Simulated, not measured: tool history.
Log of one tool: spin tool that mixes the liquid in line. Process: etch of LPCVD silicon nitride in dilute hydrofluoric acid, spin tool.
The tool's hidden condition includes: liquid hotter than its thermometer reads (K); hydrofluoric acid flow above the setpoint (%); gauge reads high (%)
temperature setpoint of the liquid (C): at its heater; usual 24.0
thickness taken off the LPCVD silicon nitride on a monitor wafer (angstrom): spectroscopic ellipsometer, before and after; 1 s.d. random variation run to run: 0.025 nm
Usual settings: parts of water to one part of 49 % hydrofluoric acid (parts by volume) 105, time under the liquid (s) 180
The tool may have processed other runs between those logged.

run	hour	temperature setpoint of the liquid (C)	parts of water to one part of 49 % hydrofluoric acid (parts by volume)	time under the liquid (s)	wafers since the last listed run	hours since the thermometer was replaced	hours since the hydrofluoric acid flow meter was replaced	hours since the gauge calibration	read-back film thickness of the LPCVD silicon nitride reference wafer, read on the same gauge (nm)	thickness taken off the LPCVD silicon nitride on a monitor wafer (angstrom)
1	0.0	24.0	105	180	0	282.8	780.9	192.7	120.000	9.56
2	20.1	24.0	105	180	90	302.9	801.0	212.8	120.004	9.48
3	53.3	24.0	105	180	149	336.1	834.2	246.0	120.020	9.77
4	85.2	24.0	105	180	143	368.0	866.1	277.9	120.001	9.34
5	118.9	24.0	105	180	151	401.7	899.8	311.6	119.979	9.28
6	148.7	24.0	105	180	134	431.5	929.6	341.4	120.001	9.98
7	179.5	24.0	105	180	138	462.3	960.4	372.2	119.994	9.73
# hour 201.7: hydrofluoric acid flow meter replaced
8	208.3	24.0	105	180	125	491.1	6.6	401.0	119.976	9.74
9	224.3	24.0	105	180	72	507.1	22.6	417.0	119.995	9.56
# hour 239.0: gauge calibrated
10	258.0	27.5	105	180	151	540.8	56.3	19.0	119.990	11.93
11	272.9	21.5	105	135	67	555.7	71.2	33.9	120.001	5.93
12	296.2	24.0	105	180	104	579.0	94.5	57.2	119.993	9.42
# hour 300.9: thermometer replaced
13	353.3	24.0	155	215	252	52.4	151.6	114.3	120.019	8.71
14	366.5	24.0	55	210	59	65.6	164.8	127.5	120.014	23.19
# hour 374.7: thermometer replaced, repeated, since the last time left the tool worse
15	383.9	24.0	105	180	73	9.2	182.2	144.9	119.995	9.27
16	405.3	26.5	135	180	96	30.6	203.6	166.3	120.015	8.54
17	438.5	24.0	105	180	149	63.8	236.8	199.5	119.986	8.53
18	460.4	22.0	130	240	98	85.7	258.7	221.4	119.992	8.50
19	473.8	26.5	60	270	60	99.1	272.1	234.8	120.006	27.99

3 options for the next run, each taken on its own from the tool as it stands now. Forecast them:
A	474.3	24.0	105	180	2	99.6	272.6	235.3	?	?
B	474.3	20.5	105	90	2	99.6	272.6	235.3	?	?
C	474.3	24.0	105	275	2	99.6	272.6	235.3	?	?

run	read-back film thickness of the LPCVD silicon nitride reference wafer, read on the same gauge (nm)	thickness taken off the LPCVD silicon nitride on a monitor wafer (angstrom)
A	120.009	9.31
B	120.009	3.69
C	120.009	14.23
With the hidden condition removed and each run's random variation left untouched, the same runs would have given:
run	thickness taken off the LPCVD silicon nitride on a monitor wafer (angstrom)
A	9.06
B	3.59
C	13.85

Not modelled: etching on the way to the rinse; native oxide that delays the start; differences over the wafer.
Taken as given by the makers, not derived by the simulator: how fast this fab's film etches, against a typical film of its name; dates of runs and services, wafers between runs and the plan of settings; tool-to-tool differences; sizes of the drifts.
